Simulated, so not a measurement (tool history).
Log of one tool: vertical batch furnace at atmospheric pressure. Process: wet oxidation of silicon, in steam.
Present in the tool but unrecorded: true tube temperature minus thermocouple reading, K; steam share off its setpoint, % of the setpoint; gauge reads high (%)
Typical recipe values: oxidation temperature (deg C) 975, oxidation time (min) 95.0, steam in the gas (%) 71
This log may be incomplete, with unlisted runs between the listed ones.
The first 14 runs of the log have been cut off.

run	hour	oxidation temperature (deg C)	oxidation time (min)	steam in the gas (%)	wafers since the last listed run	hours since the last temperature calibration	hours since the steam generator was serviced	hours since the gauge calibration	read-back reference wafer on the same gauge, thickness	oxide thickness on the monitor wafer (nm)
15	375.0	975	95.0	71	41	22.5	12.2	384.3	378.03	369.23
16	448.0	975	95.0	71	507	95.5	85.2	457.3	377.94	366.70
17	464.3	975	73.5	71	113	111.8	101.5	473.6	378.04	305.70
18	553.3	975	71.5	81	618	200.8	190.5	562.6	377.91	330.25
19	578.0	960	138.0	71	171	225.5	215.2	587.3	377.85	424.64
20	597.0	975	95.0	71	132	244.5	234.2	606.3	378.00	367.91
21	622.7	987	77.5	66	178	270.2	259.9	632.0	378.01	332.53
22	648.5	987	77.5	66	179	296.0	285.7	657.8	378.06	331.77
23	675.4	996	95.0	64	186	322.9	312.6	684.7	377.95	401.58
24	700.4	975	53.0	65	173	347.9	337.6	709.7	377.95	223.80
25	718.1	994	133.5	66	123	365.6	355.3	727.4	377.93	508.43
# hour 722.6: gauge calibrated
26	736.4	987	77.5	66	127	383.9	373.6	13.8	377.97	330.54
27	771.5	962	73.5	62	243	419.0	408.7	48.9	378.11	245.02
28	798.6	975	95.0	79	188	446.1	435.8	76.0	377.88	398.25
29	825.8	956	115.5	79	189	473.3	463.0	103.2	378.04	391.08
30	856.8	975	77.5	71	215	504.3	494.0	134.2	377.97	318.35
31	878.8	975	111.0	64	152	526.3	516.0	156.2	378.08	381.62
32	892.1	975	95.0	71	92	539.6	529.3	169.5	377.78	367.44
33	912.3	995	52.5	77	140	559.8	549.5	189.7	377.87	299.30

Each row is a separate what-if for the run after 33, all from the same tool condition, not one after another. Results?
A	918.3	975	115.0	71	41	565.8	555.5	195.7	?	?
B	918.3	992	139.5	74	41	565.8	555.5	195.7	?	?
C	918.3	960	58.0	64	41	565.8	555.5	195.7	?	?
D	918.3	997	127.5	65	41	565.8	555.5	195.7	?	?

run	read-back reference wafer on the same gauge, thickness	oxide thickness on the monitor wafer (nm)
A	377.90	418.83
B	377.90	553.01
C	377.90	203.74
D	377.90	494.98
Without the tool's hidden state the same runs would have given:
run	oxide thickness on the monitor wafer (nm)
A	418.14
B	552.54
C	203.08
D	494.52
